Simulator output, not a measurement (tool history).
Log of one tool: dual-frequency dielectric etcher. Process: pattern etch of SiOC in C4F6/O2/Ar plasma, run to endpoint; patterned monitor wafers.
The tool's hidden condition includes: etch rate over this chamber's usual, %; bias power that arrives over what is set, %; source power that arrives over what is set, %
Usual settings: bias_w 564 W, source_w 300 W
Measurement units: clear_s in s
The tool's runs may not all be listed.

| run | day | bias_w | source_w | wafers since the last listed run | hours since the last wet clean | hours since the last bias power generator calibration | hours since the last source power generator calibration | hours since the last upper electrode change | incoming incoming film thickness, nm | clear_s |
|---|---|---|---|---|---|---|---|---|---|---|
| 1 | 0.000 | 564 | 260 | 0 | 298.1 | 2574.9 | 1418.2 | 2186.9 | 46.89 | 18.3 |
| 2 | 3.221 | 564 | 300 | 1059 | 375.4 | 2652.2 | 1495.5 | 2264.2 | 47.45 | 16.9 |
| 3 | 5.679 | 564 | 300 | 808 | 434.4 | 2711.2 | 1554.5 | 2323.2 | 47.11 | 16.7 |
| 4 | 7.354 | 564 | 300 | 550 | 474.6 | 2751.4 | 1594.7 | 2363.4 | 47.23 | 16.8 |
| 5 | 11.004 | 564 | 300 | 1200 | 562.2 | 2839.0 | 1682.3 | 2451.0 | 46.51 | 16.4 |
|  | 14.262 | wet clean of the chamber |
| 6 | 15.400 | 564 | 300 | 1116 | 27.3 | 2944.5 | 1787.8 | 2556.5 | 47.18 | 17.3 |
| 7 | 17.375 | 564 | 300 | 649 | 74.7 | 2991.9 | 1835.2 | 2603.9 | 47.22 | 17.1 |
| 8 | 21.712 | 564 | 300 | 1426 | 178.8 | 3096.0 | 1939.3 | 2708.0 | 47.19 | 17.1 |
| 9 | 24.196 | 564 | 300 | 816 | 238.4 | 3155.6 | 1998.9 | 2767.6 | 47.24 | 17.1 |
| 10 | 26.962 | 616 | 300 | 909 | 304.8 | 3222.0 | 2065.3 | 2834.0 | 47.53 | 16.3 |
| 11 | 28.629 | 564 | 280 | 548 | 344.8 | 3262.0 | 2105.3 | 2874.0 | 47.45 | 17.7 |
| 12 | 32.204 | 564 | 300 | 1175 | 430.6 | 3347.8 | 2191.1 | 2959.8 | 47.28 | 16.8 |
| 13 | 33.992 | 702 | 270 | 587 | 473.5 | 3390.7 | 2234.0 | 3002.7 | 46.86 | 16.1 |
|  | 38.217 | source power generator calibrated |
|  | 38.942 | wet clean of the chamber |
|  | 39.083 | bias power generator calibrated |
| 14 | 45.742 | 564 | 300 | 3524 | 163.2 | 159.8 | 180.6 | 3284.7 | 47.33 | 17.1 |
|  | 48.538 | upper electrode replaced |
| 15 | 48.558 | 564 | 240 | 597 | 230.8 | 227.4 | 248.2 | 0.5 | 47.22 | 19.5 |
| 16 | 50.054 | 424 | 270 | 491 | 266.7 | 263.3 | 284.1 | 36.4 | 47.35 | 20.2 |
| 17 | 51.562 | 490 | 360 | 496 | 302.9 | 299.5 | 320.3 | 72.6 | 47.11 | 16.2 |
| 18 | 53.946 | 668 | 220 | 783 | 360.1 | 356.7 | 377.5 | 129.8 | 47.18 | 18.7 |
| 19 | 57.762 | 600 | 330 | 1255 | 451.7 | 448.3 | 469.1 | 221.4 | 46.76 | 15.4 |
| 20 | 59.400 | 507 | 370 | 538 | 491.0 | 487.6 | 508.4 | 260.7 | 47.32 | 15.7 |
|  | 61.512 | wet clean of the chamber |
| 21 | 62.417 | 564 | 300 | 663 | 21.7 | 560.0 | 580.8 | 333.1 | 47.00 | 17.3 |
| 22 | 64.508 | 564 | 300 | 687 | 71.9 | 610.2 | 631.0 | 383.3 | 47.14 | 17.1 |
| 23 | 66.346 | 483 | 370 | 604 | 116.0 | 654.3 | 675.1 | 427.4 | 46.89 | 16.2 |
| 24 | 68.550 | 610 | 250 | 724 | 168.9 | 707.2 | 728.0 | 480.3 | 47.25 | 18.2 |
| 25 | 72.862 | 522 | 320 | 1418 | 272.4 | 810.7 | 831.5 | 583.8 | 46.74 | 16.8 |
| 26 | 79.075 | 610 | 240 | 2043 | 421.5 | 959.8 | 980.6 | 732.9 | 47.19 | 18.5 |
| 27 | 83.138 | 431 | 350 | 1335 | 519.0 | 1057.3 | 1078.1 | 830.4 | 46.84 | 17.0 |
|  | 85.688 | wet clean of the chamber |
| 28 | 87.467 | 486 | 230 | 1094 | 42.7 | 1161.2 | 1182.0 | 934.3 | 46.53 | 21.1 |
| 29 | 89.275 | 679 | 350 | 594 | 86.1 | 1204.6 | 1225.4 | 977.7 | 47.08 | 14.6 |
| 30 | 91.058 | 564 | 300 | 586 | 128.9 | 1247.4 | 1268.2 | 1020.5 | 47.30 | 16.9 |
| 31 | 93.321 | 564 | 300 | 744 | 183.2 | 1301.7 | 1322.5 | 1074.8 | 46.87 | 16.7 |
| 32 | 95.892 | 627 | 360 | 845 | 244.9 | 1363.4 | 1384.2 | 1136.5 | 47.05 | 14.5 |
| 33 | 98.850 | 564 | 300 | 972 | 315.9 | 1434.4 | 1455.2 | 1207.5 | 46.85 | 16.6 |
| 34 | 102.475 | 486 | 230 | 1192 | 402.9 | 1521.4 | 1542.2 | 1294.5 | 47.39 | 20.6 |

Forecast each of these 5 alternatives for the next run:
| A | 102.492 | 499 | 300 | 5 | 403.3 | 1521.8 | 1542.6 | 1294.9 | 46.95 | ? |
| B | 102.492 | 524 | 250 | 5 | 403.3 | 1521.8 | 1542.6 | 1294.9 | 46.95 | ? |
| C | 102.492 | 469 | 370 | 5 | 403.3 | 1521.8 | 1542.6 | 1294.9 | 46.95 | ? |
| D | 102.492 | 619 | 250 | 5 | 403.3 | 1521.8 | 1542.6 | 1294.9 | 46.95 | ? |
| E | 102.492 | 612 | 240 | 5 | 403.3 | 1521.8 | 1542.6 | 1294.9 | 46.95 | ? |

| run | clear_s |
|---|---|
| A | 17.3 |
| B | 18.8 |
| C | 15.9 |
| D | 17.5 |
| E | 18.1 |
The same runs, with their run-to-run variation unchanged, on a tool lacking any hidden condition would have given:
| run | clear_s |
|---|---|
| A | 18.1 |
| B | 19.7 |
| C | 16.6 |
| D | 18.3 |
| E | 18.9 |
